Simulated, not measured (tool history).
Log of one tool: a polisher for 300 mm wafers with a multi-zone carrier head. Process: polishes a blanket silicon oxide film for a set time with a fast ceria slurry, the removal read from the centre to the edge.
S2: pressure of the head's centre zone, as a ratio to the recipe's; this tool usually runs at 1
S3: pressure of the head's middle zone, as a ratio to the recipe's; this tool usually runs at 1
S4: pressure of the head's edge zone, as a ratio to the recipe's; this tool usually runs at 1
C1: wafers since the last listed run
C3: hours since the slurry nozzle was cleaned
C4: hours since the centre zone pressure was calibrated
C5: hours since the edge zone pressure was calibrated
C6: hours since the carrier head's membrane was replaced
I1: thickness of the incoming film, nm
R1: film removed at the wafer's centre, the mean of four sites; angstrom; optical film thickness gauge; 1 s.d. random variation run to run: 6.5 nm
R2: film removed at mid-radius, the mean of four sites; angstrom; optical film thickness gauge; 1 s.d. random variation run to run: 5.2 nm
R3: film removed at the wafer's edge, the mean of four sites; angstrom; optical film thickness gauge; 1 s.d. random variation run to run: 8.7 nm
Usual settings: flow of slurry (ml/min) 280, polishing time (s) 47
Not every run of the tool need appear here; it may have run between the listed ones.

{"run": 1, "hour": 0.0, "flow of slurry (ml/min)": 240, "S2": 1, "S3": 1, "S4": 1, "polishing time (s)": 47, "C1": 0, "wafers polished on this pad": 3677, "C3": 152.7, "C4": 558.5, "C5": 406.2, "C6": 1882.9, "I1": 1750.6, "R1": 6141, "R2": 6540, "R3": 6385}
{"hour": 40.8, "done": "centre zone pressure recalibrated"}
{"run": 2, "hour": 61.2, "flow of slurry (ml/min)": 280, "S2": 1, "S3": 1, "S4": 1, "polishing time (s)": 47, "C1": 794, "wafers polished on this pad": 4472, "C3": 213.9, "C4": 20.4, "C5": 467.4, "C6": 1944.1, "I1": 1753, "R1": 6283, "R2": 6516, "R3": 6319}
{"hour": 156.8, "done": "carrier head's membrane replaced by a new one"}
{"run": 3, "hour": 157.3, "flow of slurry (ml/min)": 280, "S2": 1, "S3": 0.96, "S4": 1, "polishing time (s)": 47, "C1": 1222, "wafers polished on this pad": 5695, "C3": 310, "C4": 116.5, "C5": 563.5, "C6": 0.5, "I1": 1749.1, "R1": 6245, "R2": 6425, "R3": 6454}
{"run": 4, "hour": 216.9, "flow of slurry (ml/min)": 280, "S2": 1, "S3": 0.96, "S4": 1, "polishing time (s)": 47, "C1": 799, "wafers polished on this pad": 6495, "C3": 369.6, "C4": 176.1, "C5": 623.1, "C6": 60.1, "I1": 1742.2, "R1": 6273, "R2": 6218, "R3": 6349}
{"run": 5, "hour": 322.9, "flow of slurry (ml/min)": 280, "S2": 1, "S3": 1.04, "S4": 1.04, "polishing time (s)": 47, "C1": 1422, "wafers polished on this pad": 7917, "C3": 475.6, "C4": 282.1, "C5": 729.1, "C6": 166.1, "I1": 1749.5, "R1": 6124, "R2": 6538, "R3": 6392}
{"hour": 335.5, "done": "worn pad replaced by a new one"}
{"hour": 385.2, "done": "slurry nozzle cleaned"}
{"run": 6, "hour": 632.2, "flow of slurry (ml/min)": 230, "S2": 1, "S3": 1, "S4": 1, "polishing time (s)": 47, "C1": 4084, "wafers polished on this pad": 3969, "C3": 247, "C4": 591.4, "C5": 1038.4, "C6": 475.4, "I1": 1724.6, "R1": 6078, "R2": 6349, "R3": 6244}
{"hour": 680.1, "done": "centre zone pressure recalibrated"}
{"run": 7, "hour": 720.9, "flow of slurry (ml/min)": 280, "S2": 1, "S3": 1.06, "S4": 1, "polishing time (s)": 47, "C1": 1163, "wafers polished on this pad": 5133, "C3": 335.7, "C4": 40.8, "C5": 1127.1, "C6": 564.1, "I1": 1757.3, "R1": 6273, "R2": 6875, "R3": 6352}
{"run": 8, "hour": 760.9, "flow of slurry (ml/min)": 185, "S2": 1, "S3": 1, "S4": 0.91, "polishing time (s)": 47, "C1": 536, "wafers polished on this pad": 5669, "C3": 375.7, "C4": 80.8, "C5": 1167.1, "C6": 604.1, "I1": 1758.7, "R1": 5815, "R2": 6035, "R3": 5866}
{"run": 9, "hour": 866.5, "flow of slurry (ml/min)": 330, "S2": 1, "S3": 1, "S4": 0.93, "polishing time (s)": 47, "C1": 1417, "wafers polished on this pad": 7087, "C3": 481.3, "C4": 186.4, "C5": 1272.7, "C6": 709.7, "I1": 1737.5, "R1": 6184, "R2": 6462, "R3": 6292}
{"hour": 914.5, "done": "slurry nozzle cleaned"}
{"run": 10, "hour": 942.8, "flow of slurry (ml/min)": 280, "S2": 1, "S3": 1, "S4": 1, "polishing time (s)": 47, "C1": 1010, "wafers polished on this pad": 8097, "C3": 28.3, "C4": 262.7, "C5": 1349, "C6": 786, "I1": 1762.3, "R1": 6391, "R2": 6570, "R3": 6478}
{"hour": 965.2, "done": "worn pad replaced by a new one"}
{"run": 11, "hour": 1038.0, "flow of slurry (ml/min)": 280, "S2": 1, "S3": 1, "S4": 0.93, "polishing time (s)": 43, "C1": 1224, "wafers polished on this pad": 977, "C3": 123.5, "C4": 357.9, "C5": 1444.2, "C6": 881.2, "I1": 1754.6, "R1": 5920, "R2": 5972, "R3": 5587}
{"run": 12, "hour": 1078.9, "flow of slurry (ml/min)": 225, "S2": 0.92, "S3": 1, "S4": 1.08, "polishing time (s)": 47, "C1": 548, "wafers polished on this pad": 1526, "C3": 164.4, "C4": 398.8, "C5": 1485.1, "C6": 922.1, "I1": 1728.3, "R1": 5584, "R2": 6439, "R3": 6581}
{"run": 13, "hour": 1132.8, "flow of slurry (ml/min)": 280, "S2": 1, "S3": 1, "S4": 1.03, "polishing time (s)": 47, "C1": 723, "wafers polished on this pad": 2249, "C3": 218.3, "C4": 452.7, "C5": 1539, "C6": 976, "I1": 1730.5, "R1": 6166, "R2": 6505, "R3": 6405}
{"hour": 1205.8, "done": "centre zone pressure recalibrated"}
{"run": 14, "hour": 1215.4, "flow of slurry (ml/min)": 240, "S2": 0.93, "S3": 1.11, "S4": 0.92, "polishing time (s)": 47, "C1": 1081, "wafers polished on this pad": 3331, "C3": 300.9, "C4": 9.6, "C5": 1621.6, "C6": 1058.6, "I1": 1718.1, "R1": 5779, "R2": 6955, "R3": 6054}
{"hour": 1249.1, "done": "edge zone pressure recalibrated"}
{"run": 15, "hour": 1268.5, "flow of slurry (ml/min)": 280, "S2": 1, "S3": 1, "S4": 1, "polishing time (s)": 47, "C1": 685, "wafers polished on this pad": 4017, "C3": 354, "C4": 62.7, "C5": 19.4, "C6": 1111.7, "I1": 1718.8, "R1": 6206, "R2": 6406, "R3": 6179}
{"run": 16, "hour": 1345.0, "flow of slurry (ml/min)": 280, "S2": 1, "S3": 1, "S4": 1, "polishing time (s)": 47, "C1": 1026, "wafers polished on this pad": 5043, "C3": 430.5, "C4": 139.2, "C5": 95.9, "C6": 1188.2, "I1": 1725.7, "R1": 6077, "R2": 6278, "R3": 6199}
{"run": 17, "hour": 1399.4, "flow of slurry (ml/min)": 230, "S2": 1, "S3": 1.1, "S4": 1, "polishing time (s)": 47, "C1": 730, "wafers polished on this pad": 5773, "C3": 484.9, "C4": 193.6, "C5": 150.3, "C6": 1242.6, "I1": 1731.9, "R1": 5850, "R2": 6621, "R3": 5965}
{"run": 18, "hour": 1469.8, "flow of slurry (ml/min)": 280, "S2": 1, "S3": 1, "S4": 1.05, "polishing time (s)": 47, "C1": 944, "wafers polished on this pad": 6718, "C3": 555.3, "C4": 264, "C5": 220.7, "C6": 1313, "I1": 1724.8, "R1": 5909, "R2": 5996, "R3": 6166}
{"hour": 1478.9, "done": "worn pad replaced by a new one"}
{"run": 19, "hour": 1518.8, "flow of slurry (ml/min)": 190, "S2": 1.05, "S3": 1, "S4": 1.11, "polishing time (s)": 56, "C1": 603, "wafers polished on this pad": 535, "C3": 604.3, "C4": 313, "C5": 269.7, "C6": 1362, "I1": 1716.4, "R1": 6225, "R2": 6407, "R3": 7015}
{"hour": 1550.0, "done": "slurry nozzle cleaned"}
{"run": 20, "hour": 1646.6, "flow of slurry (ml/min)": 280, "S2": 1, "S3": 1.04, "S4": 1, "polishing time (s)": 58, "C1": 1701, "wafers polished on this pad": 2237, "C3": 96.6, "C4": 440.8, "C5": 397.5, "C6": 1489.8, "I1": 1708.7, "R1": 7823, "R2": 8339, "R3": 7935}
{"run": 21, "hour": 1726.4, "flow of slurry (ml/min)": 240, "S2": 1, "S3": 1, "S4": 1, "polishing time (s)": 47, "C1": 1071, "wafers polished on this pad": 3308, "C3": 176.4, "C4": 520.6, "C5": 477.3, "C6": 1569.6, "I1": 1752.1, "R1": 6222, "R2": 6375, "R3": 6143}
{"hour": 1748.8, "done": "centre zone pressure recalibrated"}
{"run": 22, "hour": 1817.8, "flow of slurry (ml/min)": 280, "S2": 1, "S3": 1, "S4": 1.12, "polishing time (s)": 47, "C1": 1199, "wafers polished on this pad": 4508, "C3": 267.8, "C4": 69, "C5": 568.7, "C6": 1661, "I1": 1734, "R1": 6271, "R2": 6573, "R3": 6707}
{"run": 23, "hour": 1905.6, "flow of slurry (ml/min)": 380, "S2": 1, "S3": 0.91, "S4": 1.07, "polishing time (s)": 47, "C1": 1178, "wafers polished on this pad": 5687, "C3": 355.6, "C4": 156.8, "C5": 656.5, "C6": 1748.8, "I1": 1708.3, "R1": 6349, "R2": 6247, "R3": 6624}

Branching from run 23: 3 alternative next runs. What would each branch give?
{"run": "A", "hour": 1906.0, "flow of slurry (ml/min)": 325, "S2": 1, "S3": 1, "S4": 1, "polishing time (s)": 47, "C1": 5, "wafers polished on this pad": 5692, "C3": 356, "C4": 157.2, "C5": 656.9, "C6": 1749.2, "I1": 1753.2, "R1": "?", "R2": "?", "R3": "?"}
{"run": "B", "hour": 1906.0, "flow of slurry (ml/min)": 280, "S2": 1, "S3": 1.12, "S4": 0.89, "polishing time (s)": 56, "C1": 5, "wafers polished on this pad": 5692, "C3": 356, "C4": 157.2, "C5": 656.9, "C6": 1749.2, "I1": 1753.2, "R1": "?", "R2": "?", "R3": "?"}
{"run": "C", "hour": 1906.0, "flow of slurry (ml/min)": 280, "S2": 0.91, "S3": 1, "S4": 1, "polishing time (s)": 47, "C1": 5, "wafers polished on this pad": 5692, "C3": 356, "C4": 157.2, "C5": 656.9, "C6": 1749.2, "I1": 1753.2, "R1": "?", "R2": "?", "R3": "?"}

run=A R1=6333 R2=6548 R3=6421
run=B R1=7402 R2=8440 R3=7133
run=C R1=5644 R2=6434 R3=6334
With the hidden condition removed and each run's random variation left untouched, the same runs would have given:
run=A R1=6523 R2=6726 R3=6553
run=B R1=7659 R2=8704 R3=7302
run=C R1=5840 R2=6635 R3=6483
